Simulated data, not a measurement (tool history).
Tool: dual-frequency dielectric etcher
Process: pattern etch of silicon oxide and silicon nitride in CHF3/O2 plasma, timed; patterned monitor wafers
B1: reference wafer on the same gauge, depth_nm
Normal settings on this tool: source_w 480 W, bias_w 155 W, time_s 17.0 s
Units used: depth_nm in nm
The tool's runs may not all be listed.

Run 1, day 0.000: usual settings; B1 22.23. Result: depth_nm 20.22 nm.
Run 2, day 1.167: usual settings but bias_w 139 W; B1 22.20. Result: depth_nm 20.02 nm.
Run 3, day 3.700: usual settings; B1 22.25. Result: depth_nm 20.12 nm.
Run 4, day 6.000: usual settings; B1 22.16. Result: depth_nm 20.17 nm.
Run 5, day 7.246: usual settings; B1 22.25. Result: depth_nm 19.93 nm.
Run 6, day 9.642: usual settings; B1 22.23. Result: depth_nm 20.06 nm.
Run 7, day 11.092: usual settings; B1 22.18. Result: depth_nm 19.79 nm.
Run 8, day 12.154: usual settings; B1 22.22. Result: depth_nm 19.92 nm.
Run 9, day 13.688: usual settings; B1 22.16. Result: depth_nm 19.80 nm.
At day 15.138: wet clean of the chamber.
Run 10, day 15.158: usual settings; B1 22.18. Result: depth_nm 20.79 nm.
Run 11, day 16.979: usual settings but source_w 440 W; B1 22.22. Result: depth_nm 20.02 nm.
Run 12, day 18.896: usual settings but source_w 440 W; B1 22.22. Result: depth_nm 20.20 nm.
Run 13, day 20.304: usual settings; B1 22.30. Result: depth_nm 20.72 nm.
At day 21.338: bias power generator calibrated.
Run 14, day 22.142: usual settings; B1 22.18. Result: depth_nm 20.46 nm.
Run 15, day 23.483: usual settings but source_w 590 W, bias_w 189 W, time_s 20.0 s; B1 22.17. Result: depth_nm 27.35 nm.
Run 16, day 25.504: usual settings but source_w 580 W, bias_w 127 W, time_s 12.5 s; B1 22.18. Result: depth_nm 15.01 nm.
At day 30.608: gauge calibrated.
Run 17, day 33.879: usual settings but bias_w 128 W; B1 22.19. Result: depth_nm 18.65 nm.
Run 18, day 35.492: usual settings; B1 22.22. Result: depth_nm 19.62 nm.
Run 19, day 36.904: usual settings but time_s 15.0 s; B1 22.17. Result: depth_nm 17.50 nm.
Run 20, day 37.929: usual settings but source_w 560 W, bias_w 135 W, time_s 21.0 s; B1 22.20. Result: depth_nm 24.23 nm.
At day 39.333: wet clean of the chamber.
Run 21, day 40.488: usual settings; B1 22.22. Result: depth_nm 20.68 nm.
At day 41.604: source power generator calibrated.
Run 22, day 42.633: usual settings; B1 22.19. Result: depth_nm 20.76 nm.
At day 45.992: upper electrode replaced.
Run 23, day 46.012: usual settings but bias_w 189 W; B1 22.12. Result: depth_nm 21.86 nm.
Run 24, day 46.125: usual settings; B1 22.23. Result: depth_nm 20.57 nm.
Run 25, day 47.167: usual settings but bias_w 171 W; B1 22.18. Result: depth_nm 20.88 nm.
Run 26, day 50.083: usual settings but source_w 370 W, bias_w 138 W, time_s 12.5 s; B1 22.26. Result: depth_nm 13.32 nm.
Run 27, day 51.467: usual settings but source_w 400 W, bias_w 137 W, time_s 14.5 s; B1 22.21. Result: depth_nm 16.00 nm.
Run 28, day 54.225: usual settings; B1 22.16. Result: depth_nm 20.17 nm.
Run 29, day 58.283: usual settings but source_w 370 W, bias_w 141 W, time_s 13.0 s; B1 22.22. Result: depth_nm 13.68 nm.
Run 30, day 60.688: usual settings but source_w 380 W, time_s 20.0 s; B1 22.22. Result: depth_nm 21.97 nm.
Run 31, day 62.771: usual settings but source_w 580 W, bias_w 125 W; B1 22.20. Result: depth_nm 19.86 nm.

Measured result minus the same run's result without the hidden state. Both carry the same run-to-run variation, though not necessarily the same gauge scatter:
What the log doesn't record here: etch rate over this chamber's usual, %; source power that arrives over what is set, %; bias power that arrives over what is set, %; gauge reads high (%).
run  depth_nm
  1     -0.45
  2     -0.50
  3     -0.62
  4     -0.73
  5     -0.78
  6     -0.91
  7     -0.96
  8     -1.02
  9     -1.08
 10     -0.10
 11     -0.18
 12     -0.27
 13     -0.35
 14     -0.43
 15     -0.66
 16     -0.43
 17     -0.90
 18     -1.04
 19     -0.98
 20     -1.43
 21     -0.07
 22     -0.17
 23     -0.35
 24     -0.33
 25     -0.39
 26     -0.33
 27     -0.45
 28     -0.70
 29     -0.61
 30     -1.11
 31     -1.10

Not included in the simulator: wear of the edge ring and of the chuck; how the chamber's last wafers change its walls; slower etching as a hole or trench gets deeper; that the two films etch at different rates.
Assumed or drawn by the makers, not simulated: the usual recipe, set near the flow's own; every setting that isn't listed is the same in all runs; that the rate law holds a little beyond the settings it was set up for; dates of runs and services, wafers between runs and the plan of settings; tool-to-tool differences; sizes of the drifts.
